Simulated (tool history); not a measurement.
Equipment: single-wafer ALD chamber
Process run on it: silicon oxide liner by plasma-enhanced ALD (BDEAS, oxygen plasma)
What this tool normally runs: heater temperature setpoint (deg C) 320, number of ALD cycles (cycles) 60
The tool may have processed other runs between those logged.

run    hour  heater temperature setpoint (deg C)  number of ALD cycles (cycles)  read-back reference wafer on the same gauge, thickness_nm  mean film thickness on the monitor wafer (nm)
  1     0.0                                  320                             60                                                      6.302                                          5.809
  2    81.8                                  320                             60                                                      6.307                                          5.796
  3   187.5                                  320                             60                                                      6.302                                          5.805
  4   236.0                                  320                             57                                                      6.293                                          5.509
  5   291.7                                  320                             57                                                      6.298                                          5.520
  6   339.6                                  320                             68                                                      6.300                                          6.569
  7   421.5                                  320                             68                                                      6.297                                          6.554
  8   500.2                                  320                             68                                                      6.303                                          6.566
  9   576.8                                  320                             55                                                      6.303                                          5.309
 10   682.9                                  320                             55                                                      6.302                                          5.333
 11   775.6                                  320                             63                                                      6.290                                          6.063
 12   854.4                                  320                             63                                                      6.290                                          6.118
 13   939.2                                  320                             63                                                      6.300                                          6.084
      958.4  -- gauge calibrated
 14   991.6                                  324                             60                                                      6.303                                          5.763
 15  1098.2                                  326                             60                                                      6.297                                          5.730
 16  1152.4                                  320                             60                                                      6.295                                          5.808
 17  1195.1                                  328                             49                                                      6.295                                          4.664
 18  1256.5                                  309                             68                                                      6.304                                          6.677
 19  1293.9                                  313                             60                                                      6.299                                          5.850
 20  1396.0                                  327                             54                                                      6.296                                          5.147
     1479.3  -- thermocouple changed; heater temperature recalibrated
 21  1481.5                                  314                             51                                                      6.303                                          5.011
 22  1548.3                                  320                             72                                                      6.292                                          6.994
 23  1589.4                                  320                             60                                                      6.302                                          5.826
 24  1696.6                                  320                             70                                                      6.296                                          6.812
 25  1738.4                                  320                             72                                                      6.295                                          7.002
 26  1800.1                                  314                             55                                                      6.301                                          5.401
 27  1872.1                                  328                             65                                                      6.304                                          6.215
 28  1967.6                                  332                             70                                                      6.304                                          6.631

Forecast each of these 3 alternatives for the next run:
  A  1968.1                                  320                             54                                                          ?                                              ?
  B  1968.1                                  326                             67                                                          ?                                              ?
  C  1968.1                                  328                             53                                                          ?                                              ?

run  read-back reference wafer on the same gauge, thickness_nm  mean film thickness on the monitor wafer (nm)
  A                                                      6.305                                          5.220
  B                                                      6.305                                          6.413
  C                                                      6.305                                          5.056
What these runs would have given with no unlogged condition in the tool:
run  mean film thickness on the monitor wafer (nm)
  A                                          5.250
  B                                          6.450
  C                                          5.085
